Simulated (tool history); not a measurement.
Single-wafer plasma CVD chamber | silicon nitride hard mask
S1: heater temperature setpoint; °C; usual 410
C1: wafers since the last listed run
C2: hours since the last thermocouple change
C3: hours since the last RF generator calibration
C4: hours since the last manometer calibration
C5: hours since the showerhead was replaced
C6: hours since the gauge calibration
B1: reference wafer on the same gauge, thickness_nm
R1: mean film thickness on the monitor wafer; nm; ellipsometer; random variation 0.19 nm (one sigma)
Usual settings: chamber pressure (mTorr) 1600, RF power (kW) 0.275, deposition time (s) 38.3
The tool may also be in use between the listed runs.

Run 1, hour 0: usual settings but S1 407 °C; C1 0; C2 1250.6; C3 1709.3; C4 1930.8; C5 2749.1; C6 200.7; B1 47.002. Result: R1 40.143 nm.
Run 2, hour 26: usual settings; C1 513; C2 1276.6; C3 1735.3; C4 1956.8; C5 2775.1; C6 226.7; B1 46.976. Result: R1 39.907 nm.
Run 3, hour 62.2: usual settings; C1 714; C2 1312.8; C3 1771.5; C4 1993; C5 2811.3; C6 262.9; B1 46.936. Result: R1 40.005 nm.
Run 4, hour 106.5: usual settings but S1 400 °C, deposition time (s) 35.5; C1 874; C2 1357.1; C3 1815.8; C4 2037.3; C5 2855.6; C6 307.2; B1 47.038. Result: R1 37.093 nm.
Run 5, hour 159.9: usual settings but S1 400 °C, deposition time (s) 35.5; C1 1054; C2 1410.5; C3 1869.2; C4 2090.7; C5 2909; C6 360.6; B1 46.958. Result: R1 36.838 nm.
Run 6, hour 216.1: usual settings but S1 400 °C, deposition time (s) 35.5; C1 1109; C2 1466.7; C3 1925.4; C4 2146.9; C5 2965.2; C6 416.8; B1 47.002. Result: R1 36.513 nm.
Run 7, hour 266.9: usual settings; C1 1003; C2 1517.5; C3 1976.2; C4 2197.7; C5 3016; C6 467.6; B1 46.952. Result: R1 38.85 nm.
Run 8, hour 317.7: usual settings but deposition time (s) 32.7; C1 1003; C2 1568.3; C3 2027; C4 2248.5; C5 3066.8; C6 518.4; B1 47.025. Result: R1 33.195 nm.
At hour 362.7: thermocouple changed; heater temperature recalibrated.
At hour 370.8: showerhead replaced.
Run 9, hour 371.3: usual settings but chamber pressure (mTorr) 1460; C1 742; C2 8.6; C3 2080.6; C4 2302.1; C5 0.5; C6 572; B1 46.987. Result: R1 37.637 nm.
At hour 404.5: capacitance manometer re-zeroed and calibrated.
Run 10, hour 425.9: usual settings but RF power (kW) 0.305, deposition time (s) 42; C1 920; C2 63.2; C3 2135.2; C4 21.4; C5 55.1; C6 626.6; B1 46.987. Result: R1 46.925 nm.
Run 11, hour 461.7: usual settings but chamber pressure (mTorr) 1960; C1 706; C2 99; C3 2171; C4 57.2; C5 90.9; C6 662.4; B1 46.955. Result: R1 41.589 nm.
At hour 481.4: RF generator calibrated.
Run 12, hour 505.7: usual settings but RF power (kW) 0.3; C1 710; C2 143; C3 24.3; C4 101.2; C5 134.9; C6 706.4; B1 47.04. Result: R1 46.363 nm.
At hour 527.8: gauge calibrated.
Run 13, hour 565.7: usual settings but S1 403 °C, chamber pressure (mTorr) 1280, RF power (kW) 0.305; C1 1184; C2 203; C3 84.3; C4 161.2; C5 194.9; C6 37.9; B1 47.015. Result: R1 42.876 nm.
Run 14, hour 613.2: usual settings; C1 938; C2 250.5; C3 131.8; C4 208.7; C5 242.4; C6 85.4; B1 46.942. Result: R1 42.487 nm.
Run 15, hour 678.8: usual settings but S1 397 °C, chamber pressure (mTorr) 1950, RF power (kW) 0.305, deposition time (s) 44.7; C1 1295; C2 316.1; C3 197.4; C4 274.3; C5 308; C6 151; B1 47.006. Result: R1 58.45 nm.
Run 16, hour 742.7: usual settings but S1 417 °C; C1 1261; C2 380; C3 261.3; C4 338.2; C5 371.9; C6 214.9; B1 47.059. Result: R1 42.197 nm.

What the log doesn't show, run by run:
wafer temperature above the value expected at the setpoint (K): 0 in every run
true pressure above the setpoint (%): 0 in every run
gauge reads high (%): 0 in every run
H1: delivered RF power above the setpoint (%)
run      H1
  1   -6.15
  2    -6.3
  3   -6.52
  4   -6.79
  5   -7.13
  6    -7.5
  7   -7.84
  8   -8.19
  9   -8.56
 10   -8.96
 11   -9.23
 12  -0.309
 13   -0.32
 14  -0.338
 15  -0.375
 16  -0.425
